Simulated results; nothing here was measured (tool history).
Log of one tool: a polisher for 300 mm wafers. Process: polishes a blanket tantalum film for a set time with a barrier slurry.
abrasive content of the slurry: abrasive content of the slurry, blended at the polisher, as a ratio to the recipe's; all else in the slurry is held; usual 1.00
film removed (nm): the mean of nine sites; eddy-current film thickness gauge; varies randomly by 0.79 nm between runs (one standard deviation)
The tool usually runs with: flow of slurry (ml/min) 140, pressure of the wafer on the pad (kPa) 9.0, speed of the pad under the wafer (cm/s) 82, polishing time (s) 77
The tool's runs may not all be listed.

run,hour,flow of slurry (ml/min),pressure of the wafer on the pad (kPa),speed of the pad under the wafer (cm/s),abrasive content of the slurry,polishing time (s),"incoming thickness of the incoming film, nm",film removed (nm)
1,0.0,140,9.0,82,1.00,77,403.0,62.2
2,9.1,140,9.0,82,1.00,77,401.7,61.5
# hour 16.6: slurry blender recalibrated
3,20.6,140,9.0,82,1.15,88,398.3,72.3
4,33.4,140,9.0,82,1.15,88,397.4,73.9
# hour 38.4: worn pad replaced by a new one
5,68.2,140,9.0,82,1.15,88,404.4,74.9
6,115.5,140,9.0,82,1.00,77,408.0,61.2
7,126.4,140,9.0,82,1.00,77,401.8,60.6
# hour 133.0: worn pad replaced by a new one
8,141.9,140,9.0,82,1.00,70,399.9,58.3
9,153.5,140,11.7,82,1.00,77,401.9,78.9
10,169.7,140,11.7,82,1.00,77,394.0,78.8
11,180.1,140,9.0,82,1.00,77,394.3,61.0
# hour 199.7: slurry blender recalibrated
12,217.7,165,6.9,82,1.00,77,405.9,49.2
# hour 222.1: worn pad replaced by a new one
13,235.5,140,10.3,82,1.00,77,408.0,71.8
14,241.8,140,6.9,90,0.80,57,401.2,36.8
15,257.6,140,9.0,82,1.25,77,390.9,65.3
# hour 260.1: head pressure recalibrated
# hour 261.4: slurry nozzle cleaned
16,272.1,95,9.0,70,1.00,77,401.4,50.4
17,281.0,140,9.0,100,0.70,77,397.9,63.3
18,295.1,140,9.0,54,1.00,97,398.1,51.9
19,306.6,170,9.0,58,1.25,77,403.3,48.4
20,315.8,140,9.0,82,0.85,77,393.1,58.5
# hour 327.6: worn pad replaced by a new one
21,330.6,155,9.0,58,1.10,50,398.9,31.5
22,347.2,140,9.0,82,1.00,66,404.6,55.2
# hour 358.3: slurry blender recalibrated
23,362.5,140,9.0,62,1.00,77,402.1,47.7
24,373.8,95,9.0,70,1.00,77,403.4,51.4
25,388.8,95,9.0,92,1.00,64,399.3,55.3
26,402.5,140,9.7,82,1.00,102,403.0,85.7
27,411.7,140,9.0,82,1.00,77,404.0,61.4
28,419.2,140,11.0,82,0.75,77,401.3,63.1
# hour 427.4: worn pad replaced by a new one
29,427.9,140,9.0,82,1.00,77,398.3,66.0
30,442.1,140,9.0,82,1.00,77,397.9,65.4

Each row is a separate what-if for the run after 30, all from the same tool condition, not one after another. Results?
A,442.5,155,9.0,82,1.00,77,400.5,?
B,442.5,140,6.2,82,1.00,66,400.5,?
C,442.5,140,10.3,100,1.20,70,400.5,?
D,442.5,165,9.0,110,1.00,55,400.5,?

run,film removed (nm)
A,64.6
B,41.0
C,84.8
D,62.3
Stripped of hidden state, with their random variation kept, the same runs would have yielded:
run,film removed (nm)
A,68.4
B,43.4
C,89.9
D,66.0
